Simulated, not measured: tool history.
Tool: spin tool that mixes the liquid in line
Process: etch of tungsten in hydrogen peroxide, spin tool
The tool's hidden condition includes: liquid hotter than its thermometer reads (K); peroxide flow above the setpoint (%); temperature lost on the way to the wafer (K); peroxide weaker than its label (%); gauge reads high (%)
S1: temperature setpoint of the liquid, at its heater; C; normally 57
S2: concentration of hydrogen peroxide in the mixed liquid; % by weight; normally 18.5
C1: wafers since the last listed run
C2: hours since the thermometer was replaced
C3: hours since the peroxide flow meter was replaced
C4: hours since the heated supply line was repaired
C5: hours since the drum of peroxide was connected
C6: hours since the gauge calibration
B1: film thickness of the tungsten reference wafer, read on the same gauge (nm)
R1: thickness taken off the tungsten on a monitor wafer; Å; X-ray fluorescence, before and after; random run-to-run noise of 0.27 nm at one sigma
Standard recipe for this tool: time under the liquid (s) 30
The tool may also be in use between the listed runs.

Run 1, hour 0: usual settings but S2 20 % by weight; C1 0; C2 3.4; C3 310.7; C4 666.6; C5 93.1; C6 116.2; B1 110. Result: R1 798.6 Å.
Run 2, hour 43.6: usual settings; C1 586; C2 47; C3 354.3; C4 710.2; C5 136.7; C6 159.8; B1 110. Result: R1 764.2 Å.
Run 3, hour 116.9: usual settings but time under the liquid (s) 50; C1 985; C2 120.3; C3 427.6; C4 783.5; C5 210; C6 233.1; B1 109.99. Result: R1 1271.2 Å.
Run 4, hour 188.2: usual settings but S2 14.5 % by weight, time under the liquid (s) 15; C1 958; C2 191.6; C3 498.9; C4 854.8; C5 281.3; C6 304.4; B1 110.02. Result: R1 339.9 Å.
Run 5, hour 294.2: usual settings but time under the liquid (s) 15; C1 1425; C2 297.6; C3 604.9; C4 960.8; C5 387.3; C6 410.4; B1 110.02. Result: R1 387.5 Å.
Run 6, hour 367.3: usual settings but S1 55 C; C1 982; C2 370.7; C3 678; C4 1033.9; C5 460.4; C6 483.5; B1 110. Result: R1 689.7 Å.
Run 7, hour 445.3: usual settings; C1 1048; C2 448.7; C3 756; C4 1111.9; C5 538.4; C6 561.5; B1 109.97. Result: R1 769.4 Å.
Run 8, hour 522.1: usual settings but S1 62 C, time under the liquid (s) 50; C1 1032; C2 525.5; C3 832.8; C4 1188.7; C5 615.2; C6 638.3; B1 109.98. Result: R1 1716.7 Å.
Run 9, hour 593.7: usual settings but S2 13 % by weight; C1 962; C2 597.1; C3 904.4; C4 1260.3; C5 686.8; C6 709.9; B1 110. Result: R1 646 Å.
Run 10, hour 677.4: usual settings but time under the liquid (s) 20; C1 1125; C2 680.8; C3 988.1; C4 1344; C5 770.5; C6 793.6; B1 110.01. Result: R1 516 Å.
Run 11, hour 732.1: usual settings; C1 735; C2 735.5; C3 1042.8; C4 1398.7; C5 825.2; C6 848.3; B1 109.98. Result: R1 770.8 Å.
Run 12, hour 795.2: usual settings but time under the liquid (s) 45; C1 848; C2 798.6; C3 1105.9; C4 1461.8; C5 888.3; C6 911.4; B1 109.97. Result: R1 1161.2 Å.
At hour 866.1: peroxide flow meter replaced.
Run 13, hour 869.2: usual settings but S1 66 C; C1 981; C2 872.6; C3 3.1; C4 1535.8; C5 962.3; C6 985.4; B1 110.02. Result: R1 1294.2 Å.
At hour 903.9: heated supply line repaired.
At hour 911.3: new drum of peroxide connected.
Run 14, hour 955.4: usual settings but S2 15 % by weight, time under the liquid (s) 15; C1 1132; C2 958.8; C3 89.3; C4 51.5; C5 44.1; C6 1071.6; B1 110.02. Result: R1 349.5 Å.
Run 15, hour 1031.8: usual settings but S1 62 C, S2 22 % by weight, time under the liquid (s) 35; C1 1027; C2 1035.2; C3 165.7; C4 127.9; C5 120.5; C6 1148; B1 109.99. Result: R1 1313.9 Å.
Run 16, hour 1078.5: usual settings but S1 54.5 C, time under the liquid (s) 40; C1 627; C2 1081.9; C3 212.4; C4 174.6; C5 167.2; C6 1194.7; B1 110. Result: R1 899.1 Å.
Run 17, hour 1136.4: usual settings but time under the liquid (s) 25; C1 778; C2 1139.8; C3 270.3; C4 232.5; C5 225.1; C6 1252.6; B1 110. Result: R1 647 Å.
Run 18, hour 1192.5: usual settings but S2 23 % by weight; C1 754; C2 1195.9; C3 326.4; C4 288.6; C5 281.2; C6 1308.7; B1 110.02. Result: R1 860.9 Å.
Run 19, hour 1272.9: usual settings but S1 66 C, S2 15.5 % by weight, time under the liquid (s) 40; C1 1081; C2 1276.3; C3 406.8; C4 369; C5 361.6; C6 1389.1; B1 110.02. Result: R1 1585.7 Å.
Run 20, hour 1320.4: usual settings but S2 14 % by weight; C1 638; C2 1323.8; C3 454.3; C4 416.5; C5 409.1; C6 1436.6; B1 110.01. Result: R1 678.1 Å.
Run 21, hour 1416.1: usual settings but S1 65.5 C, S2 15.5 % by weight, time under the liquid (s) 35; C1 1286; C2 1419.5; C3 550; C4 512.2; C5 504.8; C6 1532.3; B1 109.99. Result: R1 1346 Å.
Run 22, hour 1504: usual settings but S1 51 C, time under the liquid (s) 20; C1 1181; C2 1507.4; C3 637.9; C4 600.1; C5 592.7; C6 1620.2; B1 109.99. Result: R1 364.4 Å.
Run 23, hour 1600.7: usual settings but S1 61 C, S2 20 % by weight, time under the liquid (s) 35; C1 1300; C2 1604.1; C3 734.6; C4 696.8; C5 689.4; C6 1716.9; B1 110.02. Result: R1 1193.5 Å.
Run 24, hour 1682.7: usual settings; C1 1102; C2 1686.1; C3 816.6; C4 778.8; C5 771.4; C6 1798.9; B1 110. Result: R1 780.9 Å.
Run 25, hour 1750.5: usual settings; C1 911; C2 1753.9; C3 884.4; C4 846.6; C5 839.2; C6 1866.7; B1 109.99. Result: R1 779.3 Å.
Run 26, hour 1804.7: usual settings but S1 52.5 C, time under the liquid (s) 45; C1 728; C2 1808.1; C3 938.6; C4 900.8; C5 893.4; C6 1920.9; B1 109.99. Result: R1 899.3 Å.

How the hidden state differs across the entries between the runs, from the last listed run before each to the first after it:
From run 12 to run 13: peroxide flow meter replaced (hour 866.1)
  liquid hotter than its thermometer reads (K): 0.194 -> 0.209
  measured less the result without the state, R1: +12.9 -> +15 Å
From run 13 to run 14: heated supply line repaired (hour 903.9); new drum of peroxide connected (hour 911.3)
  liquid hotter than its thermometer reads (K): 0.209 -> 0.226
  measured less the result without the state, R1: +15 -> +4.7 Å
